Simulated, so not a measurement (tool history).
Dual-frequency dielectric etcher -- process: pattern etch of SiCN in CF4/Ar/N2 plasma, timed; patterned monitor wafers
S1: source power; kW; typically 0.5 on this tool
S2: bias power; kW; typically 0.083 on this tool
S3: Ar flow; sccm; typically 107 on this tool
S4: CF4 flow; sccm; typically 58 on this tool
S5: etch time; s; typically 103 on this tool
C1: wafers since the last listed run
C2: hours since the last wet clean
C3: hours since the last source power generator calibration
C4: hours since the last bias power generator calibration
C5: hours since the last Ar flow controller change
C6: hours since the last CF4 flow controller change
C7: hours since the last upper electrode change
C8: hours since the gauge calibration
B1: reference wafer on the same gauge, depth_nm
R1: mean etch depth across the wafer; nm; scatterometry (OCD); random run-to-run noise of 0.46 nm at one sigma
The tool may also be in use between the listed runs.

run,hour,S1,S2,S3,S4,S5,C1,C2,C3,C4,C5,C6,C7,C8,B1,R1
1,0,0.59,0.083,107,58,103,0,156.5,29.9,3869,3563,19.6,48.3,36.7,96.1,112.5
2,61.1,0.5,0.101,88,58,89,581,217.6,91,3930.1,3624.1,80.7,109.4,97.8,96.4,93.8
3,82.3,0.42,0.062,127,58,119.5,201,238.8,112.2,3951.3,3645.3,101.9,130.6,119,96.3,80.1
4,98.7,0.5,0.065,94,63,103,155,255.2,128.6,3967.7,3661.7,118.3,147,135.4,96.6,89.9
5,123.4,0.5,0.083,107,58,103,234,279.9,153.3,3992.4,3686.4,143,171.7,160.1,96.1,96.6
6,144,0.41,0.102,107,58,103,195,300.5,173.9,4013,3707,163.6,192.3,180.7,96.3,88.2
# hour 166.4: Ar flow controller replaced
7,166.9,0.5,0.083,134,58,82,160,323.4,196.8,4035.9,0.5,186.5,215.2,203.6,96.3,73.9
8,184.1,0.5,0.09,129,58,103,163,340.6,214,4053.1,17.7,203.7,232.4,220.8,96.1,97.1
9,203.9,0.5,0.083,125,58,103,188,360.4,233.8,4072.9,37.5,223.5,252.2,240.6,96.3,93.4
# hour 217.9: bias power generator calibrated
10,235.3,0.5,0.083,107,70,103,260,391.8,265.2,17.4,68.9,254.9,283.6,272,96.1,98.9
11,264,0.5,0.083,107,58,103,272,420.5,293.9,46.1,97.6,283.6,312.3,300.7,96.2,95.5
12,286.8,0.5,0.083,114,58,103,216,443.3,316.7,68.9,120.4,306.4,335.1,323.5,96.3,95.1
# hour 317.3: wet clean of the chamber
13,317.8,0.43,0.083,125,63,103,66,0.5,347.7,99.9,151.4,337.4,366.1,354.5,96.3,84.1
14,339.9,0.5,0.083,107,58,103,210,22.6,369.8,122,173.5,359.5,388.2,376.6,96.3,98.1
15,360.6,0.42,0.097,83,58,129,196,43.3,390.5,142.7,194.2,380.2,408.9,397.3,96.4,115.4
16,374.4,0.58,0.095,107,58,103,131,57.1,404.3,156.5,208,394,422.7,411.1,96.3,119.7
17,392.1,0.43,0.083,94,46,103,168,74.8,422,174.2,225.7,411.7,440.4,428.8,96.3,83.7
18,408.6,0.53,0.065,107,58,85.5,156,91.3,438.5,190.7,242.2,428.2,456.9,445.3,96.4,76.5
19,426.2,0.5,0.065,107,58,103,167,108.9,456.1,208.3,259.8,445.8,474.5,462.9,96.3,87.9
20,461.4,0.5,0.083,107,58,103,334,144.1,491.3,243.5,295,481,509.7,498.1,96.2,98.1
21,483.4,0.5,0.083,94,68,122.5,209,166.1,513.3,265.5,317,503,531.7,520.1,96.2,121.4

For each entry between runs, how does the tool's hidden state at the last listed run before it compare with that at the first listed run after it?
In the gap between runs 6 and 7: Ar flow controller replaced (hour 166.4)
  etch rate over this chamber's usual, %: -2.05 -> -2.17; source power that arrives over what is set, %: -0.569 -> -0.515
  measured result minus the result with no hidden state, R1: -2.3 -> -2 nm
In the gap between runs 9 and 10: bias power generator calibrated (hour 217.9)
  etch rate over this chamber's usual, %: -2.36 -> -2.53; source power that arrives over what is set, %: -0.429 -> -0.357
  measured result minus the result with no hidden state, R1: -2.6 -> -2.9 nm
In the gap between runs 12 and 13: wet clean of the chamber (hour 317.3)
  etch rate over this chamber's usual, %: -2.79 -> -0.529; source power that arrives over what is set, %: -0.237 -> -0.165
  measured result minus the result with no hidden state, R1: -2.9 -> -0.6 nm

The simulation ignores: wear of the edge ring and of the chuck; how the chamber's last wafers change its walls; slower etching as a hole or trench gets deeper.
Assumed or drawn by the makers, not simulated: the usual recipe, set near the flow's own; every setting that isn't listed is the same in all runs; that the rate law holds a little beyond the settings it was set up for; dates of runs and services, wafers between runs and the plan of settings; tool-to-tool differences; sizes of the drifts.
